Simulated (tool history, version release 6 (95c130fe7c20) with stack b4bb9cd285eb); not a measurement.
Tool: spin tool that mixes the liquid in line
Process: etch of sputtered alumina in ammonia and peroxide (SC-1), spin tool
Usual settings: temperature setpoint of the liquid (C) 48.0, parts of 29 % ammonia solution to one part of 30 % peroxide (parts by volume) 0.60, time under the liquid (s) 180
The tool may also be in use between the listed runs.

run	hour	temperature setpoint of the liquid (C)	parts of 29 % ammonia solution to one part of 30 % peroxide (parts by volume)	time under the liquid (s)	read-back film thickness of the sputtered alumina reference wafer, read on the same gauge (nm)	thickness taken off the sputtered alumina on a monitor wafer (nm)
1	0.0	48.0	0.60	180	150.02	8.50
# hour 24.7: new drum of ammonia solution connected
2	69.6	48.0	0.60	180	149.97	8.51
# hour 153.9: heated supply line repaired
3	170.0	57.5	0.60	280	149.99	22.19
4	256.0	41.0	0.35	180	150.03	5.37
5	323.5	48.0	0.60	180	149.99	8.47
6	398.0	50.5	0.40	275	149.97	14.27
7	501.0	48.0	0.60	180	150.00	8.51
8	603.7	58.0	0.70	180	150.02	14.66
# hour 644.4: gauge calibrated
9	668.8	48.0	0.75	180	150.04	8.52
# hour 684.0: new drum of ammonia solution connected
10	711.4	48.0	0.90	210	150.02	10.19
11	770.8	48.0	0.50	180	150.00	8.27
12	864.0	48.0	0.60	180	149.99	8.44
13	951.4	38.0	0.60	75	150.02	1.93
# hour 988.4: heated supply line repaired
# hour 1013.2: thermometer replaced
14	1021.6	48.0	0.60	180	149.99	8.93
15	1084.4	48.0	0.60	180	149.97	8.94
16	1183.4	48.0	0.45	280	150.01	13.38
# hour 1262.8: new drum of ammonia solution connected
17	1281.9	54.0	0.45	105	149.99	7.01
18	1366.7	48.0	0.60	180	149.99	8.87
19	1469.2	48.0	0.45	235	150.03	11.20
20	1533.6	57.5	0.75	140	149.95	11.80
21	1570.5	44.0	0.60	125	150.03	4.90
22	1653.8	40.0	0.70	125	150.02	3.90
23	1706.3	48.0	0.50	260	150.02	12.65
24	1772.5	48.0	0.45	280	150.03	13.25

4 ways to go on from here, each from the tool as it stands after run 24. What would each give?
A	1773.0	48.0	0.60	280	?	?
B	1773.0	41.5	0.85	180	?	?
C	1773.0	52.0	0.85	225	?	?
D	1773.0	43.0	0.40	150	?	?

run	read-back film thickness of the sputtered alumina reference wafer, read on the same gauge (nm)	thickness taken off the sputtered alumina on a monitor wafer (nm)
A	149.97	13.68
B	149.97	6.26
C	149.97	14.16
D	149.97	5.30
Without the tool's hidden state the same runs would have given:
run	thickness taken off the sputtered alumina on a monitor wafer (nm)
A	14.13
B	6.48
C	14.62
D	5.48

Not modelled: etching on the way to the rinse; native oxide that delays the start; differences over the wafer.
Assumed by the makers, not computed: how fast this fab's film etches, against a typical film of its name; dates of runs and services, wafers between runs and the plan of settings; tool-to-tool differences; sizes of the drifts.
